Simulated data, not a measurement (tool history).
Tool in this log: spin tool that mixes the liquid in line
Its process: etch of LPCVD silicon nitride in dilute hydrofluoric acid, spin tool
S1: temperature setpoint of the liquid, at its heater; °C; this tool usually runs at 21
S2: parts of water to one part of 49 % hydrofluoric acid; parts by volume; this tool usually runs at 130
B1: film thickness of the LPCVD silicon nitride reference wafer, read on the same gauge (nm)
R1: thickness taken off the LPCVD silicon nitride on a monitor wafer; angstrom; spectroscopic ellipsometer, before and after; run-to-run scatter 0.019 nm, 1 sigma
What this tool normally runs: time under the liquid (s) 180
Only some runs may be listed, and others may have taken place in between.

Run 1, hour 0: usual settings but S2 170 parts by volume; B1 59.987. Result: R1 5.42 angstrom.
Run 2, hour 10.9: usual settings but S2 170 parts by volume; B1 59.976. Result: R1 5.27 angstrom.
Run 3, hour 23.7: usual settings but S2 170 parts by volume; B1 59.955. Result: R1 5.14 angstrom.
Run 4, hour 31.2: usual settings; B1 60.015. Result: R1 6.97 angstrom.
Run 5, hour 48.5: usual settings; B1 60.001. Result: R1 6.91 angstrom.
Run 6, hour 61.1: usual settings but S1 18 °C; B1 59.994. Result: R1 5.54 angstrom.
Run 7, hour 68.5: usual settings but S1 18 °C; B1 60.003. Result: R1 5.66 angstrom.
Run 8, hour 78.9: usual settings; B1 60.02. Result: R1 7.01 angstrom.
Run 9, hour 90.9: usual settings; B1 60.016. Result: R1 6.8 angstrom.
At hour 100.5: gauge calibrated.
Run 10, hour 106.8: usual settings; B1 60.037. Result: R1 7.34 angstrom.
Run 11, hour 122.9: usual settings but S1 25.5 °C, S2 105 parts by volume, time under the liquid (s) 145; B1 60.044. Result: R1 8.97 angstrom.
Run 12, hour 139.7: usual settings but time under the liquid (s) 140; B1 59.96. Result: R1 5.1 angstrom.
Run 13, hour 146.5: usual settings but S1 19 °C, S2 70 parts by volume, time under the liquid (s) 105; B1 59.964. Result: R1 6.38 angstrom.
At hour 148.7: hydrofluoric acid flow meter replaced.
Run 14, hour 157.4: usual settings but time under the liquid (s) 220; B1 60.016. Result: R1 8.06 angstrom.
At hour 170.1: thermometer replaced.
Run 15, hour 172.7: usual settings; B1 59.992. Result: R1 6.57 angstrom.
Run 16, hour 186.7: usual settings but S1 24 °C, S2 85 parts by volume; B1 60.025. Result: R1 12.83 angstrom.
Run 17, hour 196.9: usual settings; B1 60.006. Result: R1 6.86 angstrom.
Run 18, hour 206.7: usual settings but S2 165 parts by volume; B1 60.038. Result: R1 5.31 angstrom.
Run 19, hour 218: usual settings but S1 23 °C, S2 190 parts by volume, time under the liquid (s) 215; B1 59.981. Result: R1 6.35 angstrom.

Exercise: give the hidden state of the tool at every run:
liquid hotter than its thermometer reads (K): 0 on each run
hydrofluoric acid flow above the setpoint (%): 0 on each run
gauge reads high (%): 0 on each run

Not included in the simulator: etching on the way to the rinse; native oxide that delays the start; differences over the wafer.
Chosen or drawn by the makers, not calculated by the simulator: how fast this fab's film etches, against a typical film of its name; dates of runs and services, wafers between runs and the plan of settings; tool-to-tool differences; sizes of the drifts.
